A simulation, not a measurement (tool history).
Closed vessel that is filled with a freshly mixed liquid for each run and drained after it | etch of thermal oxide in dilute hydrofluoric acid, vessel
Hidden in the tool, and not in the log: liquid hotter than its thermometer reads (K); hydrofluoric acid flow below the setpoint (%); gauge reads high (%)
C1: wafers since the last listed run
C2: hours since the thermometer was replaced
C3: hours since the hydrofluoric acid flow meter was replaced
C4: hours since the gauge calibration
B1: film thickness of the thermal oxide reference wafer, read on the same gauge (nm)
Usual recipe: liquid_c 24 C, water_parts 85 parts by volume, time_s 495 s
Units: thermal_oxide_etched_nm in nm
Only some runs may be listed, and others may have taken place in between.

{"run": 1, "day": 0.0, "liquid_c": 24, "water_parts": 85, "time_s": 495, "C1": 0, "C2": 665.7, "C3": 1675.4, "C4": 744.8, "B1": 100.01, "thermal_oxide_etched_nm": 26.82}
{"run": 2, "day": 2.733, "liquid_c": 24, "water_parts": 85, "time_s": 495, "C1": 3896, "C2": 731.3, "C3": 1741, "C4": 810.4, "B1": 100.01, "thermal_oxide_etched_nm": 26.81}
{"run": 3, "day": 4.292, "liquid_c": 24, "water_parts": 85, "time_s": 495, "C1": 2221, "C2": 768.7, "C3": 1778.4, "C4": 847.8, "B1": 100.01, "thermal_oxide_etched_nm": 26.94}
{"run": 4, "day": 5.825, "liquid_c": 24, "water_parts": 85, "time_s": 495, "C1": 2185, "C2": 805.5, "C3": 1815.2, "C4": 884.6, "B1": 100, "thermal_oxide_etched_nm": 26.79}
{"run": 5, "day": 7.396, "liquid_c": 24, "water_parts": 60, "time_s": 410, "C1": 2239, "C2": 843.2, "C3": 1852.9, "C4": 922.3, "B1": 99.99, "thermal_oxide_etched_nm": 32.85}
{"run": 6, "day": 9.879, "liquid_c": 24, "water_parts": 85, "time_s": 495, "C1": 3539, "C2": 902.8, "C3": 1912.5, "C4": 981.9, "B1": 100.02, "thermal_oxide_etched_nm": 27.09}
{"run": 7, "day": 10.921, "liquid_c": 24, "water_parts": 85, "time_s": 495, "C1": 1484, "C2": 927.8, "C3": 1937.5, "C4": 1006.9, "B1": 99.97, "thermal_oxide_etched_nm": 26.88}
{"run": 8, "day": 13.329, "liquid_c": 24, "water_parts": 85, "time_s": 495, "C1": 3432, "C2": 985.6, "C3": 1995.3, "C4": 1064.7, "B1": 99.99, "thermal_oxide_etched_nm": 27.15}
{"run": 9, "day": 14.55, "liquid_c": 20.5, "water_parts": 85, "time_s": 645, "C1": 1740, "C2": 1014.9, "C3": 2024.6, "C4": 1094, "B1": 100.01, "thermal_oxide_etched_nm": 30.6}
{"day": 17.008, "done": "thermometer replaced"}
{"run": 10, "day": 17.379, "liquid_c": 24, "water_parts": 70, "time_s": 495, "C1": 3973, "C2": 8.9, "C3": 2092.5, "C4": 1161.9, "B1": 100.01, "thermal_oxide_etched_nm": 32.62}
{"day": 19.088, "done": "hydrofluoric acid flow meter replaced"}
{"day": 19.546, "done": "gauge calibrated"}
{"run": 11, "day": 19.996, "liquid_c": 24, "water_parts": 70, "time_s": 495, "C1": 3670, "C2": 71.7, "C3": 21.8, "C4": 10.8, "B1": 99.98, "thermal_oxide_etched_nm": 32.67}
{"run": 12, "day": 25.342, "liquid_c": 19, "water_parts": 60, "time_s": 280, "C1": 7619, "C2": 200, "C3": 150.1, "C4": 139.1, "B1": 99.99, "thermal_oxide_etched_nm": 17.85}
{"run": 13, "day": 26.762, "liquid_c": 22, "water_parts": 85, "time_s": 495, "C1": 2025, "C2": 234.1, "C3": 184.2, "C4": 173.2, "B1": 100.01, "thermal_oxide_etched_nm": 24.3}
{"run": 14, "day": 27.879, "liquid_c": 24, "water_parts": 85, "time_s": 495, "C1": 1591, "C2": 260.9, "C3": 211, "C4": 200, "B1": 100.01, "thermal_oxide_etched_nm": 26.89}
{"run": 15, "day": 30.221, "liquid_c": 29, "water_parts": 125, "time_s": 255, "C1": 3337, "C2": 317.1, "C3": 267.2, "C4": 256.2, "B1": 99.98, "thermal_oxide_etched_nm": 10.77}
{"run": 16, "day": 31.512, "liquid_c": 24, "water_parts": 85, "time_s": 640, "C1": 1841, "C2": 348.1, "C3": 298.2, "C4": 287.2, "B1": 99.99, "thermal_oxide_etched_nm": 34.44}
{"run": 17, "day": 34.171, "liquid_c": 19, "water_parts": 100, "time_s": 495, "C1": 3789, "C2": 411.9, "C3": 362, "C4": 351, "B1": 100.01, "thermal_oxide_etched_nm": 18.23}
{"run": 18, "day": 36.154, "liquid_c": 28, "water_parts": 100, "time_s": 385, "C1": 2827, "C2": 459.5, "C3": 409.6, "C4": 398.6, "B1": 99.99, "thermal_oxide_etched_nm": 20.28}
{"run": 19, "day": 37.3, "liquid_c": 24, "water_parts": 85, "time_s": 495, "C1": 1633, "C2": 487, "C3": 437.1, "C4": 426.1, "B1": 100.02, "thermal_oxide_etched_nm": 26.77}
{"run": 20, "day": 39.308, "liquid_c": 24, "water_parts": 85, "time_s": 495, "C1": 2862, "C2": 535.2, "C3": 485.3, "C4": 474.3, "B1": 100.02, "thermal_oxide_etched_nm": 26.84}
{"run": 21, "day": 42.204, "liquid_c": 21.5, "water_parts": 105, "time_s": 355, "C1": 4127, "C2": 604.7, "C3": 554.8, "C4": 543.8, "B1": 100.01, "thermal_oxide_etched_nm": 13.73}
{"run": 22, "day": 43.908, "liquid_c": 24, "water_parts": 85, "time_s": 495, "C1": 2429, "C2": 645.6, "C3": 595.7, "C4": 584.7, "B1": 99.99, "thermal_oxide_etched_nm": 26.89}
{"run": 23, "day": 45.05, "liquid_c": 22, "water_parts": 50, "time_s": 730, "C1": 1627, "C2": 673, "C3": 623.1, "C4": 612.1, "B1": 99.98, "thermal_oxide_etched_nm": 65.36}

How the hidden state differs across the entries between the runs, from the last listed run before each to the first after it:
Logged between run 9 and run 10: thermometer replaced (day 17.008)
  liquid hotter than its thermometer reads (K): 0.884 -> 0.183
  measured result minus the result with no hidden state, thermal_oxide_etched_nm: +1.09 -> +0.24 nm
Logged between run 10 and run 11: hydrofluoric acid flow meter replaced (day 19.088); gauge calibrated (day 19.546)
  liquid hotter than its thermometer reads (K): 0.183 -> 0.237
  measured result minus the result with no hidden state, thermal_oxide_etched_nm: +0.24 -> +0.32 nm

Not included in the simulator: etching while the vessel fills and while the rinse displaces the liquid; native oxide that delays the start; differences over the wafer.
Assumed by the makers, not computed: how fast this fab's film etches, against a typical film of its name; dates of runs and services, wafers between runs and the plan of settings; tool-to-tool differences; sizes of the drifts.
